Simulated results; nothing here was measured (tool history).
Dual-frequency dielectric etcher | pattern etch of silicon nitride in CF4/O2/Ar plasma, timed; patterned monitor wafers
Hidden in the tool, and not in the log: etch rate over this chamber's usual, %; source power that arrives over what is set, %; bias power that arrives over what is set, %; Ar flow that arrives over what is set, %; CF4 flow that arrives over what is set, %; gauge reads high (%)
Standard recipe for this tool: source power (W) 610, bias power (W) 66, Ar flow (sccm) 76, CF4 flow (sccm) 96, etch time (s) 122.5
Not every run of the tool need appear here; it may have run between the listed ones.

run	hour	source power (W)	bias power (W)	Ar flow (sccm)	CF4 flow (sccm)	etch time (s)	wafers since the last listed run	hours since the last wet clean	hours since the last source power generator calibration	hours since the last bias power generator calibration	hours since the last Ar flow controller change	hours since the last CF4 flow controller change	hours since the last upper electrode change	hours since the gauge calibration	read-back reference wafer on the same gauge, depth_nm	mean etch depth across the wafer (angstrom)
1	0	610	66	76	96	122.5	0	200	1876.1	2557	4237	5154.5	3744.8	1563.8	384.6	3303
2	60.5	610	66	76	96	122.5	612	260.5	1936.6	2617.5	4297.5	5215	3805.3	1624.3	383.6	3308
3	117.3	700	66	76	96	122.5	575	317.3	1993.4	2674.3	4354.3	5271.8	3862.1	1681.1	384.3	3838
4	156.8	700	66	76	96	122.5	399	356.8	2032.9	2713.8	4393.8	5311.3	3901.6	1720.6	384.9	3838
# hour 207.4: Ar flow controller replaced
# hour 255.9: wet clean of the chamber
# hour 261.3: CF4 flow controller replaced
5	261.8	610	66	76	96	104.5	704	5.9	2137.9	2818.8	54.4	0.5	4006.6	1825.6	384.5	2831
6	274.6	610	55	76	96	122.5	129	18.7	2150.7	2831.6	67.2	13.3	4019.4	1838.4	384.9	3078
# hour 303.2: upper electrode replaced
7	363.8	610	66	76	96	122.5	660	107.9	2239.9	2920.8	156.4	102.5	60.6	1927.6	385.9	3313
# hour 410.5: source power generator calibrated
8	454.1	510	66	76	103	154.5	873	198.2	43.6	3011.1	246.7	192.8	150.9	2017.9	386	3496
# hour 478.4: gauge calibrated
9	501.8	530	66	76	96	122.5	482	245.9	91.3	3058.8	294.4	240.5	198.6	23.4	378.7	2813
10	585.7	610	66	76	79	122.5	849	329.8	175.2	3142.7	378.3	324.4	282.5	107.3	379.1	3147
11	635.1	610	66	76	96	122.5	500	379.2	224.6	3192.1	427.7	373.8	331.9	156.7	378.9	3263
# hour 671.3: bias power generator calibrated
# hour 719.2: wet clean of the chamber
12	719.7	550	77	91	96	107	572	0.5	309.2	48.4	512.3	458.4	416.5	241.3	379.1	2681
13	745.6	610	66	76	96	122.5	262	26.4	335.1	74.3	538.2	484.3	442.4	267.2	379.6	3266
14	801.7	610	66	76	96	122.5	567	82.5	391.2	130.4	594.3	540.4	498.5	323.3	379.6	3244
15	904.1	610	66	85	111	122.5	1036	184.9	493.6	232.8	696.7	642.8	600.9	425.7	380.2	3276
16	976.8	610	66	65	85	122.5	735	257.6	566.3	305.5	769.4	715.5	673.6	498.4	380.4	3292
17	1024.3	610	66	76	96	122.5	480	305.1	613.8	353	816.9	763	721.1	545.9	379.9	3280
18	1124.3	530	66	76	96	138.5	1012	405.1	713.8	453	916.9	863	821.1	645.9	380.6	3194
19	1217.3	690	66	76	87	122.5	941	498.1	806.8	546	1009.9	956	914.1	738.9	380.1	3670
# hour 1309.3: wet clean of the chamber
20	1309.8	610	66	68	83	122.5	693	0.5	899.3	638.5	1102.4	1048.5	1006.6	831.4	381.5	3261
21	1357.1	610	56	76	96	122.5	478	47.8	946.6	685.8	1149.7	1095.8	1053.9	878.7	381.4	3078

Measured less the same run without the tool's hidden state. The same run-to-run variation is in both; the gauge's scatter may not be:
run	mean etch depth across the wafer (angstrom)
1	+46
2	+48
3	+58
4	+59
5	+46
6	+50
7	+56
8	+62
9	-2
10	+0
11	+2
12	+3
13	+4
14	+5
15	+9
16	+11
17	+12
18	+14
19	+20
20	+20
21	+19
